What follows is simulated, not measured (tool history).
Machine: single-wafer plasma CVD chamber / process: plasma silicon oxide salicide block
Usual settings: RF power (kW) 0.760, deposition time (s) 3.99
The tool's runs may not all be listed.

| run | hour | RF power (kW) | deposition time (s) | wafers since the last listed run | hours since the last RF generator calibration | hours since the showerhead was replaced | hours since the gauge calibration | read-back reference wafer on the same gauge, thickness_nm | mean film thickness on the monitor wafer (angstrom) |
|---|---|---|---|---|---|---|---|---|---|
| 1 | 0.0 | 0.760 | 3.99 | 0 | 1694.0 | 3776.1 | 89.1 | 51.103 | 432.29 |
| 2 | 16.5 | 0.760 | 3.99 | 706 | 1710.5 | 3792.6 | 105.6 | 51.095 | 432.14 |
| 3 | 29.0 | 0.760 | 3.45 | 535 | 1723.0 | 3805.1 | 118.1 | 51.092 | 373.27 |
| 4 | 36.4 | 0.760 | 3.45 | 317 | 1730.4 | 3812.5 | 125.5 | 51.098 | 372.40 |
| 5 | 43.5 | 0.760 | 3.99 | 304 | 1737.5 | 3819.6 | 132.6 | 51.106 | 432.02 |
| 6 | 59.1 | 0.760 | 3.99 | 668 | 1753.1 | 3835.2 | 148.2 | 51.103 | 430.89 |
| 7 | 76.7 | 0.870 | 3.38 | 754 | 1770.7 | 3852.8 | 165.8 | 51.095 | 385.21 |
| 8 | 90.2 | 0.870 | 3.38 | 578 | 1784.2 | 3866.3 | 179.3 | 51.103 | 384.61 |
| 9 | 101.2 | 0.760 | 3.99 | 471 | 1795.2 | 3877.3 | 190.3 | 51.104 | 429.97 |
| 10 | 118.6 | 0.760 | 3.99 | 745 | 1812.6 | 3894.7 | 207.7 | 51.082 | 430.82 |
| 11 | 130.4 | 0.760 | 3.99 | 505 | 1824.4 | 3906.5 | 219.5 | 51.079 | 429.07 |
| 12 | 140.7 | 0.760 | 3.99 | 441 | 1834.7 | 3916.8 | 229.8 | 51.089 | 430.75 |
| 13 | 154.8 | 0.690 | 3.99 | 604 | 1848.8 | 3930.9 | 243.9 | 51.086 | 415.45 |
| 14 | 161.1 | 0.760 | 3.99 | 269 | 1855.1 | 3937.2 | 250.2 | 51.099 | 430.13 |
| 15 | 177.1 | 0.630 | 3.44 | 685 | 1871.1 | 3953.2 | 266.2 | 51.109 | 343.06 |
|  | 185.6 | RF generator calibrated |
|  | 189.1 | gauge calibrated |
| 16 | 194.6 | 0.760 | 3.99 | 407 | 9.0 | 3970.7 | 5.5 | 51.096 | 440.12 |
| 17 | 206.3 | 0.760 | 3.45 | 501 | 20.7 | 3982.4 | 17.2 | 51.118 | 379.97 |
| 18 | 218.8 | 0.645 | 4.54 | 535 | 33.2 | 3994.9 | 29.7 | 51.107 | 468.17 |
| 19 | 225.6 | 0.805 | 3.76 | 291 | 40.0 | 4001.7 | 36.5 | 51.124 | 424.56 |
| 20 | 232.4 | 0.805 | 3.76 | 291 | 46.8 | 4008.5 | 43.3 | 51.085 | 424.94 |
|  | 248.2 | showerhead replaced |
| 21 | 249.4 | 0.905 | 3.20 | 385 | 63.8 | 1.2 | 60.3 | 51.106 | 377.29 |
| 22 | 255.6 | 0.760 | 3.99 | 265 | 70.0 | 7.4 | 66.5 | 51.099 | 440.57 |
| 23 | 270.2 | 0.760 | 3.99 | 625 | 84.6 | 22.0 | 81.1 | 51.087 | 440.60 |
| 24 | 286.5 | 0.760 | 3.27 | 698 | 100.9 | 38.3 | 97.4 | 51.099 | 359.90 |
| 25 | 304.2 | 0.905 | 3.99 | 758 | 118.6 | 56.0 | 115.1 | 51.123 | 471.07 |
| 26 | 311.1 | 0.665 | 3.22 | 295 | 125.5 | 62.9 | 122.0 | 51.072 | 336.23 |
| 27 | 328.6 | 0.760 | 4.50 | 749 | 143.0 | 80.4 | 139.5 | 51.076 | 497.26 |

What does the tool deliver on the next run?
| 28 | 346.0 | 0.720 | 4.42 | 745 | 160.4 | 97.8 | 156.9 | ? | ? |

read-back reference wafer on the same gauge, thickness_nm: 51.102
mean film thickness on the monitor wafer (angstrom): 477.96
On a tool with no hidden condition, and with the same random variation, this run would have come out at mean film thickness on the monitor wafer (angstrom) 479.67.
